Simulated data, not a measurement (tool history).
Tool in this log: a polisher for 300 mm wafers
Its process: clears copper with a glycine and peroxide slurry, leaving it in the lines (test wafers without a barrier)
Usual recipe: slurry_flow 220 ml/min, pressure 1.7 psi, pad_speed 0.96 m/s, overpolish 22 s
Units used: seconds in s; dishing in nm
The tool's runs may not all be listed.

| run | hour | slurry_flow | pressure | pad_speed | overpolish | wafers since the last listed run | wafers polished on this pad | hours since the slurry nozzle was cleaned | hours since the head pressure was calibrated | incoming thickness of the incoming film, nm | seconds | dishing |
|---|---|---|---|---|---|---|---|---|---|---|---|---|
| 1 | 0 | 220 | 1.7 | 0.96 | 22 | 0 | 3018 | 217.6 | 329.1 | 443.4 | 135.9 | 47 |
|  | 3.8 | worn pad replaced by a new one |
| 2 | 76.4 | 220 | 1.7 | 0.96 | 22 | 680 | 680 | 294 | 405.5 | 432.6 | 139.1 | 48.3 |
| 3 | 159 | 220 | 1.7 | 0.96 | 22 | 774 | 1454 | 376.6 | 488.1 | 445.4 | 145.3 | 44.6 |
|  | 166.3 | slurry nozzle cleaned |
| 4 | 211.9 | 220 | 1.7 | 0.96 | 22 | 486 | 1940 | 45.6 | 541 | 446.1 | 135.4 | 47.1 |
|  | 253.7 | head pressure recalibrated |
| 5 | 285.5 | 220 | 1.7 | 0.96 | 22 | 671 | 2611 | 119.2 | 31.8 | 445.7 | 139.3 | 47.8 |
|  | 327.5 | worn pad replaced by a new one |
| 6 | 392 | 220 | 1.7 | 0.96 | 22 | 960 | 604 | 225.7 | 138.3 | 443.9 | 138.4 | 46.6 |
| 7 | 441.4 | 220 | 2.1 | 0.96 | 22 | 462 | 1067 | 275.1 | 187.7 | 444.6 | 121.6 | 52.4 |
| 8 | 505.9 | 220 | 2.1 | 0.96 | 22 | 604 | 1671 | 339.6 | 252.2 | 438.2 | 120.3 | 53 |
| 9 | 547.6 | 220 | 2.1 | 0.96 | 22 | 390 | 2062 | 381.3 | 293.9 | 439.7 | 125.1 | 51.1 |
|  | 569.4 | slurry nozzle cleaned |
| 10 | 594.4 | 220 | 2.2 | 0.96 | 32 | 429 | 2491 | 25 | 340.7 | 438.6 | 111.7 | 72.9 |
|  | 645.1 | worn pad replaced by a new one |
| 11 | 740.7 | 220 | 2.2 | 0.96 | 32 | 1333 | 896 | 171.3 | 487 | 441 | 114.5 | 73.3 |
| 12 | 831.1 | 220 | 2.2 | 0.96 | 32 | 847 | 1743 | 261.7 | 577.4 | 437.5 | 115.8 | 74.5 |
|  | 846.6 | head pressure recalibrated |
| 13 | 874 | 220 | 2 | 0.96 | 22 | 383 | 2126 | 304.6 | 27.4 | 437 | 122 | 52.8 |
|  | 908.3 | slurry nozzle cleaned |
| 14 | 944.1 | 220 | 1.7 | 0.96 | 22 | 647 | 2774 | 35.8 | 97.5 | 441 | 139.3 | 48.6 |
| 15 | 991.2 | 220 | 2.2 | 1.04 | 22 | 441 | 3215 | 82.9 | 144.6 | 437.6 | 103.4 | 58.6 |
|  | 998.8 | worn pad replaced by a new one |
| 16 | 1080 | 260 | 1.7 | 1.24 | 16 | 794 | 761 | 171.7 | 233.4 | 431.4 | 112.9 | 41.5 |
| 17 | 1133.7 | 280 | 2.1 | 0.82 | 14 | 503 | 1264 | 225.4 | 287.1 | 439.8 | 130 | 34.8 |
| 18 | 1186.6 | 220 | 1.7 | 0.96 | 22 | 495 | 1760 | 278.3 | 340 | 436.6 | 138.5 | 46.4 |
| 19 | 1257 | 155 | 1.7 | 0.96 | 30 | 659 | 2420 | 348.7 | 410.4 | 437.3 | 162.3 | 53.8 |
|  | 1294.3 | slurry nozzle cleaned |
| 20 | 1294.8 | 260 | 1.7 | 0.76 | 22 | 344 | 2764 | 0.5 | 448.2 | 430.2 | 152 | 44.3 |
| 21 | 1359.2 | 220 | 1.7 | 0.68 | 30 | 603 | 3368 | 64.9 | 512.6 | 444.7 | 166.6 | 52 |
|  | 1391 | worn pad replaced by a new one |
| 22 | 1433.4 | 220 | 1.7 | 0.96 | 22 | 657 | 397 | 139.1 | 586.8 | 441.2 | 135.3 | 46.6 |
|  | 1466.2 | head pressure recalibrated |
| 23 | 1518.6 | 195 | 1.7 | 0.96 | 22 | 779 | 1177 | 224.3 | 52.4 | 446.9 | 144.4 | 45.6 |
| 24 | 1559.9 | 220 | 1.7 | 0.96 | 22 | 387 | 1564 | 265.6 | 93.7 | 430.9 | 138.8 | 47 |
| 25 | 1632.7 | 220 | 1.7 | 0.96 | 22 | 682 | 2246 | 338.4 | 166.5 | 448.2 | 149.8 | 46.1 |
|  | 1649 | slurry nozzle cleaned |
| 26 | 1687.8 | 185 | 1.7 | 0.96 | 22 | 507 | 2753 | 38.8 | 221.6 | 438.5 | 137.5 | 46.6 |
|  | 1728.7 | worn pad replaced by a new one |
| 27 | 1779.7 | 290 | 1.7 | 0.96 | 14 | 823 | 477 | 130.7 | 313.5 | 440.3 | 135 | 34 |

Consider 5 possible next runs. They are alternatives, not a sequence: every one starts from the tool as it was left by run 27. What does each give?
| A | 1780.2 | 220 | 1.7 | 1.04 | 22 | 4 | 482 | 131.2 | 314 | 434.8 | ? | ? |
| B | 1780.2 | 220 | 1.5 | 0.66 | 33 | 4 | 482 | 131.2 | 314 | 434.8 | ? | ? |
| C | 1780.2 | 220 | 1.7 | 0.64 | 22 | 4 | 482 | 131.2 | 314 | 434.8 | ? | ? |
| D | 1780.2 | 220 | 1.7 | 0.84 | 22 | 4 | 482 | 131.2 | 314 | 434.8 | ? | ? |
| E | 1780.2 | 160 | 1.5 | 0.82 | 22 | 4 | 482 | 131.2 | 314 | 434.8 | ? | ? |

| run | seconds | dishing |
|---|---|---|
| A | 126.5 | 49.6 |
| B | 179.9 | 52.4 |
| C | 168.5 | 39.8 |
| D | 144.5 | 44.9 |
| E | 167.7 | 39.6 |
Stripped of hidden state, with their random variation kept, the same runs would have yielded:
| run | seconds | dishing |
|---|---|---|
| A | 125.2 | 49.9 |
| B | 178.2 | 52.8 |
| C | 166.9 | 40.2 |
| D | 143.1 | 45.2 |
| E | 165.5 | 40 |

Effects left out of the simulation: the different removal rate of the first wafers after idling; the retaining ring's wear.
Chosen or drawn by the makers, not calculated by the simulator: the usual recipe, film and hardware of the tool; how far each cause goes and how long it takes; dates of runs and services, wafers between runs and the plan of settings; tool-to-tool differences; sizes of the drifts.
